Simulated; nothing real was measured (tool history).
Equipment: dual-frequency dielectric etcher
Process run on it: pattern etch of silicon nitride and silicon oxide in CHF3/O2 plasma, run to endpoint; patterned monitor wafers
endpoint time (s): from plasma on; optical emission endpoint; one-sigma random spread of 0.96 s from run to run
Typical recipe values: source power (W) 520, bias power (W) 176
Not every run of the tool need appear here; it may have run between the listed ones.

run	day	source power (W)	bias power (W)	wafers since the last listed run	hours since the last wet clean	hours since the last source power generator calibration	hours since the last bias power generator calibration	hours since the last upper electrode change	incoming incoming film thickness, nm	endpoint time (s)
1	0	610	176	0	246.6	2622.8	1757.8	5069.9	323.4	219
2	0.412	610	176	69	256.5	2632.7	1767.7	5079.8	325.4	220.3
3	0.925	520	176	86	268.8	2645	1780	5092.1	321.8	234.9
4	1.45	520	176	88	281.4	2657.6	1792.6	5104.7	321.8	233.4
5	2.171	520	176	121	298.7	2674.9	1809.9	5122	322.4	234.8
6	2.75	520	202	97	312.6	2688.8	1823.8	5135.9	322.7	225.7
7	3.125	520	202	63	321.6	2697.8	1832.8	5144.9	320.9	226.5
8	3.575	520	202	75	332.4	2708.6	1843.6	5155.7	325.4	228.7
9	3.854	590	176	46	339.1	2715.3	1850.3	5162.4	326.2	227.5
# day 4.996: wet clean of the chamber
# day 5: upper electrode replaced
10	5.017	520	176	26	0.5	2743.2	1878.2	0.4	324.5	227.6
11	5.029	440	189	2	0.8	2743.5	1878.5	0.7	323.6	237.5
# day 5.208: source power generator calibrated
12	5.379	560	143	30	9.2	4.1	1886.9	9.1	323.7	232.8
13	5.867	640	216	82	20.9	15.8	1898.6	20.8	321.2	196.4
14	6.158	470	145	49	27.9	22.8	1905.6	27.8	324	252.1
# day 6.575: bias power generator calibrated
15	6.596	490	220	45	38.4	33.3	0.5	38.3	324.1	219.4
16	7.071	460	199	79	49.8	44.7	11.9	49.7	321.3	229.1
17	8.008	520	202	157	72.3	67.2	34.4	72.2	321.9	218.4
18	8.675	570	198	112	88.3	83.2	50.4	88.2	325.4	215.5
19	8.946	520	176	45	94.8	89.7	56.9	94.7	321.7	230.7

Selected run-to-run steps in endpoint time (s), each split into two signed amounts: the part the tool would show with no hidden state at all (from settings, incoming material and random variation), and the remainder, which goes to the hidden state together with any gauge scatter not common to the measured and the hidden-state-free results:
Hidden state present: etch rate over this chamber's usual, %; source power that arrives over what is set, %; bias power that arrives over what is set, %.
Run 9 -> 10: source power (W) 590 -> 520, wet clean of the chamber, upper electrode replaced. endpoint time (s) +0.1: hidden state -10.4, all else +10.5.
Run 13 -> 14: source power (W) 640 -> 470, bias power (W) 216 -> 145. endpoint time (s) +55.7: hidden state +0.9, all else +54.8.
